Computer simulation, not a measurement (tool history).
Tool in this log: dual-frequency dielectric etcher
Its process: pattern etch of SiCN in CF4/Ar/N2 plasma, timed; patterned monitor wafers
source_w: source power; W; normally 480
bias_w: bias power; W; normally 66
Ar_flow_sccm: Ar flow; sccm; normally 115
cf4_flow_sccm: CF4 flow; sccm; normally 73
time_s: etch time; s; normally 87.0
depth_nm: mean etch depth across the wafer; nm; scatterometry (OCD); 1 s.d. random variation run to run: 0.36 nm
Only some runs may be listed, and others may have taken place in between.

run    hour  source_w  bias_w  Ar_flow_sccm  cf4_flow_sccm  time_s  read-back reference wafer on the same gauge, depth_nm  depth_nm
  1     0.0       480      66           115             73    87.0                                                   82.2      70.2
  2    33.7       480      66           115             73    87.0                                                   82.3      70.2
       44.3  -- bias power generator calibrated
  3    59.2       480      71           115             73    77.5                                                   82.1      63.9
  4   124.1       480      66           115             73    87.0                                                   82.0      70.8
  5   183.1       480      66           115             73    87.0                                                   82.1      70.9
  6   215.8       480      66           115             73    87.0                                                   82.1      70.8
  7   283.3       370      66           115             58    87.0                                                   81.8      51.3
  8   324.4       440      66           115             81   104.0                                                   82.2      78.5
      350.1  -- gauge calibrated
  9   365.0       360      79           115             73    87.0                                                   82.0      55.1
      481.0  -- wet clean of the chamber
      502.9  -- source power generator calibrated
 10   537.7       480      66           139             73    71.5                                                   82.3      59.6
      749.1  -- upper electrode replaced
 11   749.6       480      66           115             73    87.0                                                   81.9      74.9
 12   770.3       410      62           115             73    87.0                                                   82.0      62.4
 13   809.7       390      66            92             73    87.0                                                   82.2      61.6
 14   859.7       530      66           115             61    87.0                                                   82.0      80.1
      908.3  -- wet clean of the chamber
 15   916.2       480      66           115             73    87.0                                                   81.9      73.8
 16  1011.5       480      66           115             73    87.0                                                   82.1      74.5
 17  1076.9       390      66            92             73    87.0                                                   82.0      61.3
 18  1259.8       560      66           115             59    95.0                                                   82.2      92.4
     1290.8  -- wet clean of the chamber
 19  1291.3       480      66           115             81    87.0                                                   82.1      74.7
 20  1353.4       480      82           115             91   109.5                                                   82.1     103.3
 21  1390.0       480      66           115             73    87.0                                                   82.2      73.1

Below are 4 alternative next runs, each starting from the tool's condition after run 21. Predict each:
  A  1390.4       580      66           115             73    87.0                                                      ?         ?
  B  1390.4       530      66           115             87    70.5                                                      ?         ?
  C  1390.4       480      57           115             73    70.5                                                      ?         ?
  D  1390.4       400      66           115             73    87.0                                                      ?         ?

run  read-back reference wafer on the same gauge, depth_nm  depth_nm
  A                                                   82.1      90.3
  B                                                   82.1      68.8
  C                                                   82.1      57.5
  D                                                   82.1      60.9
Stripped of hidden state, with their random variation kept, the same runs would have yielded:
run  depth_nm
  A      90.0
  B      68.6
  C      57.3
  D      60.7
